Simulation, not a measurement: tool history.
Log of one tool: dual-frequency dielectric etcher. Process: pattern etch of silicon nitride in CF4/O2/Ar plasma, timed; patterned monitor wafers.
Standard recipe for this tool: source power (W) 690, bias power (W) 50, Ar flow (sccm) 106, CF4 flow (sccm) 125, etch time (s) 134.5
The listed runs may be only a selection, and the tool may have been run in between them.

| run | hour | source power (W) | bias power (W) | Ar flow (sccm) | CF4 flow (sccm) | etch time (s) | wafers since the last listed run | hours since the last wet clean | hours since the last source power generator calibration | hours since the last bias power generator calibration | hours since the last Ar flow controller change | hours since the last CF4 flow controller change | hours since the last upper electrode change | hours since the gauge calibration | read-back reference wafer on the same gauge, depth_nm | mean etch depth across the wafer (angstrom) |
|---|---|---|---|---|---|---|---|---|---|---|---|---|---|---|---|---|
| 1 | 0.0 | 560 | 53 | 121 | 125 | 134.5 | 0 | 790.7 | 67.4 | 1231.8 | 1040.8 | 3654.8 | 129.5 | 96.3 | 374.2 | 2541 |
|  | 100.8 | wet clean of the chamber |
| 2 | 101.3 | 790 | 50 | 94 | 153 | 104.5 | 535 | 0.5 | 168.7 | 1333.1 | 1142.1 | 3756.1 | 230.8 | 197.6 | 373.8 | 3247 |
| 3 | 167.1 | 800 | 54 | 106 | 149 | 134.5 | 455 | 66.3 | 234.5 | 1398.9 | 1207.9 | 3821.9 | 296.6 | 263.4 | 374.0 | 4338 |
| 4 | 204.0 | 690 | 50 | 106 | 107 | 134.5 | 255 | 103.2 | 271.4 | 1435.8 | 1244.8 | 3858.8 | 333.5 | 300.3 | 374.0 | 3295 |
| 5 | 269.5 | 590 | 50 | 99 | 138 | 117.5 | 453 | 168.7 | 336.9 | 1501.3 | 1310.3 | 3924.3 | 399.0 | 365.8 | 374.0 | 2416 |
| 6 | 329.6 | 690 | 50 | 118 | 125 | 134.5 | 416 | 228.8 | 397.0 | 1561.4 | 1370.4 | 3984.4 | 459.1 | 425.9 | 373.9 | 3348 |
| 7 | 428.8 | 690 | 58 | 90 | 139 | 134.5 | 687 | 328.0 | 496.2 | 1660.6 | 1469.6 | 4083.6 | 558.3 | 525.1 | 373.8 | 3745 |
| 8 | 524.5 | 690 | 50 | 106 | 125 | 134.5 | 662 | 423.7 | 591.9 | 1756.3 | 1565.3 | 4179.3 | 654.0 | 620.8 | 374.1 | 3413 |
| 9 | 622.0 | 690 | 50 | 106 | 125 | 134.5 | 675 | 521.2 | 689.4 | 1853.8 | 1662.8 | 4276.8 | 751.5 | 718.3 | 373.9 | 3390 |
|  | 675.4 | CF4 flow controller replaced |
| 10 | 697.7 | 690 | 50 | 130 | 150 | 134.5 | 482 | 596.9 | 765.1 | 1929.5 | 1738.5 | 22.3 | 827.2 | 794.0 | 373.8 | 3386 |
| 11 | 735.3 | 690 | 50 | 106 | 125 | 134.5 | 260 | 634.5 | 802.7 | 1967.1 | 1776.1 | 59.9 | 864.8 | 831.6 | 374.1 | 3421 |
|  | 766.9 | bias power generator calibrated |
| 12 | 834.3 | 730 | 44 | 119 | 125 | 134.5 | 657 | 733.5 | 901.7 | 67.4 | 1875.1 | 158.9 | 963.8 | 930.6 | 374.1 | 3421 |
| 13 | 882.8 | 690 | 40 | 106 | 125 | 116.5 | 335 | 782.0 | 950.2 | 115.9 | 1923.6 | 207.4 | 1012.3 | 979.1 | 373.9 | 2675 |
| 14 | 970.7 | 690 | 50 | 106 | 125 | 99.0 | 608 | 869.9 | 1038.1 | 203.8 | 2011.5 | 295.3 | 1100.2 | 1067.0 | 374.2 | 2527 |
| 15 | 1008.7 | 520 | 50 | 106 | 125 | 134.5 | 263 | 907.9 | 1076.1 | 241.8 | 2049.5 | 333.3 | 1138.2 | 1105.0 | 373.9 | 2244 |
|  | 1034.1 | wet clean of the chamber |
| 16 | 1083.6 | 690 | 50 | 95 | 105 | 134.5 | 352 | 49.5 | 1151.0 | 316.7 | 2124.4 | 408.2 | 1213.1 | 1179.9 | 373.9 | 3350 |
| 17 | 1170.0 | 690 | 50 | 127 | 125 | 134.5 | 598 | 135.9 | 1237.4 | 403.1 | 2210.8 | 494.6 | 1299.5 | 1266.3 | 374.0 | 3287 |
| 18 | 1267.1 | 690 | 50 | 106 | 100 | 134.5 | 672 | 233.0 | 1334.5 | 500.2 | 2307.9 | 591.7 | 1396.6 | 1363.4 | 373.6 | 3292 |
| 19 | 1331.3 | 590 | 50 | 115 | 117 | 103.0 | 444 | 297.2 | 1398.7 | 564.4 | 2372.1 | 655.9 | 1460.8 | 1427.6 | 374.1 | 2036 |
| 20 | 1457.0 | 780 | 50 | 82 | 156 | 105.0 | 870 | 422.9 | 1524.4 | 690.1 | 2497.8 | 781.6 | 1586.5 | 1553.3 | 373.9 | 3326 |
| 21 | 1548.6 | 690 | 50 | 82 | 99 | 165.0 | 634 | 514.5 | 1616.0 | 781.7 | 2589.4 | 873.2 | 1678.1 | 1644.9 | 374.1 | 4205 |
| 22 | 1588.5 | 790 | 50 | 106 | 125 | 134.5 | 276 | 554.4 | 1655.9 | 821.6 | 2629.3 | 913.1 | 1718.0 | 1684.8 | 373.9 | 4088 |

Below, some changes in mean etch depth across the wafer (angstrom) between adjacent runs. For each, the amount present without the hidden state too (settings, incoming material, random variation) and the amount remaining for the hidden state with gauge scatter not shared by both compared results:
The tool's hidden condition here consists of: etch rate over this chamber's usual, %; source power that arrives over what is set, %; bias power that arrives over what is set, %; Ar flow that arrives over what is set, %; CF4 flow that arrives over what is set, %; gauge reads high (%).
Run 1 -> 2: source power (W) 560 -> 790, bias power (W) 53 -> 50, Ar flow (sccm) 121 -> 94, CF4 flow (sccm) 125 -> 153, etch time (s) 134.5 -> 104.5, wet clean of the chamber. mean etch depth across the wafer (angstrom) +706: hidden state -48, all else +754.
Run 15 -> 16: source power (W) 520 -> 690, Ar flow (sccm) 106 -> 95, CF4 flow (sccm) 125 -> 105, wet clean of the chamber. mean etch depth across the wafer (angstrom) +1106: hidden state -35, all else +1141.
Run 18 -> 19: source power (W) 690 -> 590, Ar flow (sccm) 106 -> 115, CF4 flow (sccm) 100 -> 117, etch time (s) 134.5 -> 103.0. mean etch depth across the wafer (angstrom) -1256: hidden state -7, all else -1249.
Run 19 -> 20: source power (W) 590 -> 780, Ar flow (sccm) 115 -> 82, CF4 flow (sccm) 117 -> 156, etch time (s) 103.0 -> 105.0. mean etch depth across the wafer (angstrom) +1290: hidden state +21, all else +1269.
